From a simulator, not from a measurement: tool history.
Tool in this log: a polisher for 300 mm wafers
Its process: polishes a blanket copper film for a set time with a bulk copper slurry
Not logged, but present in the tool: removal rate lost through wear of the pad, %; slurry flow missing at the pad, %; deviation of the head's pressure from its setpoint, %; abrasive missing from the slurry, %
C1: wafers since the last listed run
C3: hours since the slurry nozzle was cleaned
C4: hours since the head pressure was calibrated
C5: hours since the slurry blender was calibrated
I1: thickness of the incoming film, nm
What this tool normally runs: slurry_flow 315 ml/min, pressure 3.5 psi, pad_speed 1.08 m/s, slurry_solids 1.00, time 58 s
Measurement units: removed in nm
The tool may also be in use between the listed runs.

run 1 hour=0.0 | slurry_flow=315 pressure=3.5 pad_speed=1.08 slurry_solids=1.00 time=58 | C1=0 wafers_polished_on_this_pad=1533 C3=140.3 C4=552.1 C5=19.0 | I1=3718.5 | removed=747.0
run 2 hour=46.8 | slurry_flow=315 pressure=3.5 pad_speed=1.08 slurry_solids=1.00 time=58 | C1=680 wafers_polished_on_this_pad=2213 C3=187.1 C4=598.9 C5=65.8 | I1=3800.7 | removed=767.4
-- hour=57.7 head pressure recalibrated
-- hour=87.0 slurry nozzle cleaned
-- hour=127.9 worn pad replaced by a new one
run 3 hour=147.2 | slurry_flow=315 pressure=3.5 pad_speed=1.08 slurry_solids=1.00 time=58 | C1=1357 wafers_polished_on_this_pad=280 C3=60.2 C4=89.5 C5=166.2 | I1=3747.4 | removed=728.5
-- hour=179.4 slurry blender recalibrated
run 4 hour=219.3 | slurry_flow=315 pressure=3.5 pad_speed=1.08 slurry_solids=1.00 time=58 | C1=1019 wafers_polished_on_this_pad=1299 C3=132.3 C4=161.6 C5=39.9 | I1=3802.0 | removed=754.4
run 5 hour=294.6 | slurry_flow=315 pressure=3.5 pad_speed=1.08 slurry_solids=1.00 time=58 | C1=1094 wafers_polished_on_this_pad=2393 C3=207.6 C4=236.9 C5=115.2 | I1=3740.7 | removed=751.6
-- hour=335.9 worn pad replaced by a new one
-- hour=342.2 slurry nozzle cleaned
run 6 hour=376.2 | slurry_flow=315 pressure=3.5 pad_speed=1.08 slurry_solids=1.00 time=58 | C1=1113 wafers_polished_on_this_pad=571 C3=34.0 C4=318.5 C5=196.8 | I1=3734.2 | removed=755.7
-- hour=393.4 slurry blender recalibrated
run 7 hour=441.5 | slurry_flow=315 pressure=3.5 pad_speed=1.08 slurry_solids=1.00 time=71 | C1=920 wafers_polished_on_this_pad=1492 C3=99.3 C4=383.8 C5=48.1 | I1=3683.5 | removed=912.8
run 8 hour=513.5 | slurry_flow=315 pressure=3.5 pad_speed=1.08 slurry_solids=1.00 time=71 | C1=1046 wafers_polished_on_this_pad=2538 C3=171.3 C4=455.8 C5=120.1 | I1=3782.1 | removed=930.7
-- hour=534.9 worn pad replaced by a new one
run 9 hour=567.1 | slurry_flow=210 pressure=3.5 pad_speed=1.08 slurry_solids=1.00 time=75 | C1=721 wafers_polished_on_this_pad=468 C3=224.9 C4=509.4 C5=173.7 | I1=3717.0 | removed=969.9
-- hour=616.3 slurry nozzle cleaned
-- hour=646.0 slurry blender recalibrated
run 10 hour=667.0 | slurry_flow=315 pressure=3.5 pad_speed=1.08 slurry_solids=1.00 time=71 | C1=1408 wafers_polished_on_this_pad=1877 C3=50.7 C4=609.3 C5=21.0 | I1=3787.6 | removed=943.6
-- hour=682.5 head pressure recalibrated
run 11 hour=708.3 | slurry_flow=260 pressure=3.5 pad_speed=1.28 slurry_solids=1.00 time=39 | C1=571 wafers_polished_on_this_pad=2448 C3=92.0 C4=25.8 C5=62.3 | I1=3731.5 | removed=635.8
-- hour=742.8 worn pad replaced by a new one
run 12 hour=746.8 | slurry_flow=315 pressure=3.5 pad_speed=1.08 slurry_solids=1.00 time=58 | C1=501 wafers_polished_on_this_pad=57 C3=130.5 C4=64.3 C5=100.8 | I1=3733.0 | removed=791.2
run 13 hour=806.7 | slurry_flow=370 pressure=2.3 pad_speed=1.08 slurry_solids=1.00 time=49 | C1=870 wafers_polished_on_this_pad=928 C3=190.4 C4=124.2 C5=160.7 | I1=3736.7 | removed=488.8
-- hour=873.4 slurry nozzle cleaned
-- hour=888.0 slurry blender recalibrated
run 14 hour=896.5 | slurry_flow=315 pressure=4.6 pad_speed=0.96 slurry_solids=1.00 time=58 | C1=1261 wafers_polished_on_this_pad=2190 C3=23.1 C4=214.0 C5=8.5 | I1=3768.1 | removed=931.6
-- hour=938.3 worn pad replaced by a new one
-- hour=939.1 head pressure recalibrated, repeated, since the last time left the tool worse
run 15 hour=980.2 | slurry_flow=255 pressure=3.5 pad_speed=1.08 slurry_solids=1.00 time=58 | C1=1147 wafers_polished_on_this_pad=597 C3=106.8 C4=41.1 C5=92.2 | I1=3682.7 | removed=733.9
run 16 hour=1018.9 | slurry_flow=315 pressure=4.2 pad_speed=0.94 slurry_solids=0.80 time=58 | C1=562 wafers_polished_on_this_pad=1159 C3=145.5 C4=79.8 C5=130.9 | I1=3724.3 | removed=707.5
-- hour=1084.8 slurry blender recalibrated
run 17 hour=1112.1 | slurry_flow=350 pressure=3.2 pad_speed=1.08 slurry_solids=1.25 time=58 | C1=1325 wafers_polished_on_this_pad=2485 C3=238.7 C4=173.0 C5=27.3 | I1=3776.1 | removed=743.2

How the hidden state differs across the entries between the runs, from the last listed run before each to the first after it:
Logged between run 2 and run 3: head pressure recalibrated (hour 57.7); slurry nozzle cleaned (hour 87.0); worn pad replaced by a new one (hour 127.9)
  deviation of the head's pressure from its setpoint, %: 5.85 -> 0.836
  measured result minus the result with no hidden state, removed: +37.3 -> +5.3 nm
Logged between run 3 and run 4: slurry blender recalibrated (hour 179.4)
  deviation of the head's pressure from its setpoint, %: 0.836 -> 1.66
  measured result minus the result with no hidden state, removed: +5.3 -> +10.8 nm
Logged between run 5 and run 6: worn pad replaced by a new one (hour 335.9); slurry nozzle cleaned (hour 342.2)
  deviation of the head's pressure from its setpoint, %: 2.52 -> 3.45
  measured result minus the result with no hidden state, removed: +16.2 -> +22.1 nm
Logged between run 6 and run 7: slurry blender recalibrated (hour 393.4)
  deviation of the head's pressure from its setpoint, %: 3.45 -> 4.19
  measured result minus the result with no hidden state, removed: +22.1 -> +32.2 nm
Logged between run 8 and run 9: worn pad replaced by a new one (hour 534.9)
  deviation of the head's pressure from its setpoint, %: 5.01 -> 5.63
  measured result minus the result with no hidden state, removed: +39.0 -> +45.4 nm
Logged between run 9 and run 10: slurry nozzle cleaned (hour 616.3); slurry blender recalibrated (hour 646.0)
  deviation of the head's pressure from its setpoint, %: 5.63 -> 6.77
  measured result minus the result with no hidden state, removed: +45.4 -> +52.6 nm
Logged between run 10 and run 11: head pressure recalibrated (hour 682.5)
  deviation of the head's pressure from its setpoint, %: 6.77 -> 13
  measured result minus the result with no hidden state, removed: +52.6 -> +64.9 nm
Logged between run 11 and run 12: worn pad replaced by a new one (hour 742.8)
  deviation of the head's pressure from its setpoint, %: 13 -> 13.5
  measured result minus the result with no hidden state, removed: +64.9 -> +83.2 nm
Logged between run 13 and run 14: slurry nozzle cleaned (hour 873.4); slurry blender recalibrated (hour 888.0)
  deviation of the head's pressure from its setpoint, %: 14.1 -> 15.2
  measured result minus the result with no hidden state, removed: +53.7 -> +108.9 nm
Logged between run 14 and run 15: worn pad replaced by a new one (hour 938.3); head pressure recalibrated, repeated, since the last time left the tool worse (hour 939.1)
  deviation of the head's pressure from its setpoint, %: 15.2 -> 1.83
  measured result minus the result with no hidden state, removed: +108.9 -> +11.5 nm
Logged between run 16 and run 17: slurry blender recalibrated (hour 1084.8)
  deviation of the head's pressure from its setpoint, %: 2.27 -> 3.33
  measured result minus the result with no hidden state, removed: +13.8 -> +21.0 nm
